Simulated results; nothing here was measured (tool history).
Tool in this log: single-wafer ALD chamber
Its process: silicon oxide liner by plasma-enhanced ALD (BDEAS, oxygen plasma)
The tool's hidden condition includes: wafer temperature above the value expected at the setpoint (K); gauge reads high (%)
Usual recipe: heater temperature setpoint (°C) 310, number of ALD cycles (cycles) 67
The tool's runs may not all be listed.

| run | hour | heater temperature setpoint (°C) | number of ALD cycles (cycles) | wafers since the last listed run | hours since the last thermocouple change | hours since the gauge calibration | read-back reference wafer on the same gauge, thickness_nm | mean film thickness on the monitor wafer (Å) |
|---|---|---|---|---|---|---|---|---|
| 1 | 0.0 | 316 | 67 | 0 | 952.4 | 630.4 | 6.013 | 54.28 |
| 2 | 50.6 | 316 | 67 | 375 | 1003.0 | 681.0 | 6.007 | 54.24 |
| 3 | 123.6 | 310 | 67 | 541 | 1076.0 | 754.0 | 5.997 | 54.51 |
| 4 | 225.3 | 310 | 67 | 754 | 1177.7 | 855.7 | 5.987 | 54.25 |
| 5 | 320.0 | 299 | 67 | 702 | 1272.4 | 950.4 | 5.972 | 55.19 |
| 6 | 395.3 | 310 | 67 | 558 | 1347.7 | 1025.7 | 5.967 | 54.31 |
| 7 | 442.2 | 322 | 71 | 348 | 1394.6 | 1072.6 | 5.962 | 56.46 |
| 8 | 488.6 | 320 | 61 | 344 | 1441.0 | 1119.0 | 5.957 | 48.68 |
| 9 | 589.0 | 320 | 61 | 745 | 1541.4 | 1219.4 | 5.945 | 48.45 |
| 10 | 684.2 | 298 | 67 | 706 | 1636.6 | 1314.6 | 5.932 | 54.75 |
| 11 | 755.9 | 295 | 80 | 532 | 1708.3 | 1386.3 | 5.924 | 66.22 |
| 12 | 859.6 | 310 | 67 | 769 | 1812.0 | 1490.0 | 5.912 | 53.61 |
| 13 | 941.1 | 319 | 67 | 605 | 1893.5 | 1571.5 | 5.903 | 52.99 |
|  | 944.5 | gauge calibrated |
| 14 | 993.0 | 310 | 67 | 385 | 1945.4 | 48.5 | 6.058 | 54.87 |
| 15 | 1085.3 | 317 | 73 | 685 | 2037.7 | 140.8 | 6.048 | 59.22 |
|  | 1101.2 | thermocouple changed; heater temperature recalibrated |
| 16 | 1142.8 | 318 | 73 | 367 | 41.6 | 198.3 | 6.042 | 59.26 |
| 17 | 1211.7 | 323 | 78 | 511 | 110.5 | 267.2 | 6.033 | 62.63 |
| 18 | 1319.0 | 300 | 60 | 796 | 217.8 | 374.5 | 6.018 | 49.45 |
| 19 | 1632.8 | 298 | 63 | 2329 | 531.6 | 688.3 | 5.983 | 52.09 |

Alternative continuations, all from the tool just after run 19; predict every row:
| A | 1633.3 | 310 | 67 | 3 | 532.1 | 688.8 | ? | ? |
| B | 1633.3 | 310 | 75 | 3 | 532.1 | 688.8 | ? | ? |
| C | 1633.3 | 322 | 60 | 3 | 532.1 | 688.8 | ? | ? |

| run | read-back reference wafer on the same gauge, thickness_nm | mean film thickness on the monitor wafer (Å) |
|---|---|---|
| A | 5.980 | 54.35 |
| B | 5.980 | 60.84 |
| C | 5.980 | 47.89 |
Without the tool's hidden state the same runs would have given:
| run | mean film thickness on the monitor wafer (Å) |
|---|---|
| A | 55.25 |
| B | 61.85 |
| C | 48.68 |

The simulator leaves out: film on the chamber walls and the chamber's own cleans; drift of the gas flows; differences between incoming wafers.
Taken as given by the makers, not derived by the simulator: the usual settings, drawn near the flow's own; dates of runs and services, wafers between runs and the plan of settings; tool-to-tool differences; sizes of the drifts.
